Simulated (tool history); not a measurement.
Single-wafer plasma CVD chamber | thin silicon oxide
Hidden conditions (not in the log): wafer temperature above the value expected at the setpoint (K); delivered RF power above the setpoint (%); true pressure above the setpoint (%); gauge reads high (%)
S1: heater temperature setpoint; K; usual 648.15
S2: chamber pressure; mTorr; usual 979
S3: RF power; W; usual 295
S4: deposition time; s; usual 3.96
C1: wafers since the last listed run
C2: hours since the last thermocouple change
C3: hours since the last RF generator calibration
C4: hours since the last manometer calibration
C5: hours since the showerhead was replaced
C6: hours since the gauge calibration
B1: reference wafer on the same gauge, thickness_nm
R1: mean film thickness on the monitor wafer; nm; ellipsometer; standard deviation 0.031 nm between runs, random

| run | day | S1 | S2 | S3 | S4 | C1 | C2 | C3 | C4 | C5 | C6 | B1 | R1 |
|---|---|---|---|---|---|---|---|---|---|---|---|---|---|
| 1 | 0 | 648.15 | 979 | 340 | 3.96 | 0 | 549.8 | 658.1 | 1221.2 | 4072.9 | 345.3 | 9.559 | 10.167 |
| 2 | 3.967 | 652.15 | 979 | 295 | 3.96 | 2458 | 645 | 753.3 | 1316.4 | 4168.1 | 440.5 | 9.546 | 9.476 |
| 3 | 6.446 | 648.15 | 979 | 295 | 3.96 | 1536 | 704.5 | 812.8 | 1375.9 | 4227.6 | 500 | 9.554 | 9.536 |
| 4 | 8.212 | 648.15 | 979 | 295 | 3.96 | 1095 | 746.9 | 855.2 | 1418.3 | 4270 | 542.4 | 9.551 | 9.509 |
| 5 | 10.746 | 648.15 | 979 | 295 | 3.96 | 1570 | 807.7 | 916 | 1479.1 | 4330.8 | 603.2 | 9.571 | 9.567 |
|  | 22.458 | capacitance manometer re-zeroed and calibrated |
|  | 22.888 | thermocouple changed; heater temperature recalibrated |
| 6 | 23.971 | 648.15 | 979 | 295 | 3.96 | 7784 | 26 | 1233.4 | 36.3 | 4648.2 | 920.6 | 9.559 | 9.318 |
| 7 | 26.888 | 648.15 | 979 | 295 | 3.96 | 1807 | 96 | 1303.4 | 106.3 | 4718.2 | 990.6 | 9.557 | 9.32 |
| 8 | 28.846 | 648.15 | 979 | 295 | 3.96 | 1213 | 143 | 1350.4 | 153.3 | 4765.2 | 1037.6 | 9.556 | 9.333 |
|  | 29.417 | gauge calibrated |
| 9 | 31.967 | 648.15 | 979 | 295 | 4.33 | 1934 | 217.9 | 1425.3 | 228.2 | 4840.1 | 61.2 | 9.541 | 10.227 |
| 10 | 34.471 | 648.15 | 979 | 295 | 4.33 | 1552 | 278 | 1485.4 | 288.3 | 4900.2 | 121.3 | 9.555 | 10.307 |
| 11 | 36.642 | 648.15 | 979 | 295 | 3.96 | 1345 | 330.1 | 1537.5 | 340.4 | 4952.3 | 173.4 | 9.544 | 9.466 |
| 12 | 38.842 | 648.15 | 979 | 295 | 3.96 | 1363 | 382.9 | 1590.3 | 393.2 | 5005.1 | 226.2 | 9.564 | 9.439 |
| 13 | 41.725 | 648.15 | 979 | 295 | 3.96 | 1787 | 452.1 | 1659.5 | 462.4 | 5074.3 | 295.4 | 9.542 | 9.506 |
|  | 43.012 | showerhead replaced |
| 14 | 43.392 | 648.15 | 856 | 335 | 3.96 | 826 | 492.1 | 1699.5 | 502.4 | 9.1 | 335.4 | 9.535 | 8.893 |
|  | 44.279 | RF generator calibrated |
| 15 | 45.883 | 648.15 | 979 | 295 | 3.96 | 1337 | 551.9 | 38.5 | 562.2 | 68.9 | 395.2 | 9.552 | 9.533 |
| 16 | 48.321 | 648.15 | 979 | 295 | 3.41 | 1510 | 610.4 | 97 | 620.7 | 127.4 | 453.7 | 9.557 | 8.198 |
| 17 | 51.029 | 660.15 | 794 | 295 | 3.96 | 1678 | 675.4 | 162 | 685.7 | 192.4 | 518.7 | 9.541 | 7.798 |
| 18 | 54.058 | 641.15 | 979 | 330 | 3.96 | 1877 | 748.1 | 234.7 | 758.4 | 265.1 | 591.4 | 9.544 | 10.128 |
| 19 | 57.4 | 648.15 | 979 | 295 | 3.96 | 2071 | 828.3 | 314.9 | 838.6 | 345.3 | 671.6 | 9.546 | 9.609 |
| 20 | 60.033 | 659.15 | 769 | 325 | 4.21 | 1632 | 891.5 | 378.1 | 901.8 | 408.5 | 734.8 | 9.561 | 8.429 |
| 21 | 64.425 | 653.15 | 1193 | 250 | 4.39 | 2722 | 996.9 | 483.5 | 1007.2 | 513.9 | 840.2 | 9.555 | 11.093 |
|  | 65.571 | thermocouple changed; heater temperature recalibrated |
| 22 | 66.021 | 659.15 | 739 | 295 | 3.66 | 782 | 10.8 | 521.8 | 1045.5 | 552.2 | 878.5 | 9.547 | 6.713 |
| 23 | 67.879 | 638.15 | 979 | 295 | 4.23 | 1151 | 55.4 | 566.4 | 1090.1 | 596.8 | 923.1 | 9.553 | 10.372 |
| 24 | 70.617 | 634.15 | 1216 | 320 | 3.96 | 1696 | 121.1 | 632.1 | 1155.8 | 662.5 | 988.8 | 9.544 | 11.554 |
| 25 | 72.325 | 660.15 | 1049 | 235 | 4.22 | 1058 | 162.1 | 673.1 | 1196.8 | 703.5 | 1029.8 | 9.537 | 9.52 |
|  | 73.4 | gauge calibrated |
| 26 | 74.829 | 648.15 | 979 | 295 | 3.96 | 1552 | 222.2 | 733.2 | 1256.9 | 763.6 | 34.3 | 9.56 | 9.601 |

Hidden state or all else? Some run-to-run changes of R1, split into what the settings, what came in and random variation would give without the hidden state, and what is left for the hidden state (with any gauge scatter that isn't in both results):
Run 5 -> 6: capacitance manometer re-zeroed and calibrated, thermocouple changed; heater temperature recalibrated. R1 -0.249 nm: hidden state -0.233, all else -0.016.
Run 20 -> 21: S1 659.15 -> 653.15, S2 769 -> 1193, S3 325 -> 250, S4 4.21 -> 4.39. R1 +2.664 nm: hidden state -0.18, all else +2.844.
Run 21 -> 22: S1 653.15 -> 659.15, S2 1193 -> 739, S3 250 -> 295, S4 4.39 -> 3.66, thermocouple changed; heater temperature recalibrated. R1 -4.38 nm: hidden state +0.134, all else -4.514.
Run 22 -> 23: S1 659.15 -> 638.15, S2 739 -> 979, S4 3.66 -> 4.23. R1 +3.659 nm: hidden state +0.008, all else +3.651.

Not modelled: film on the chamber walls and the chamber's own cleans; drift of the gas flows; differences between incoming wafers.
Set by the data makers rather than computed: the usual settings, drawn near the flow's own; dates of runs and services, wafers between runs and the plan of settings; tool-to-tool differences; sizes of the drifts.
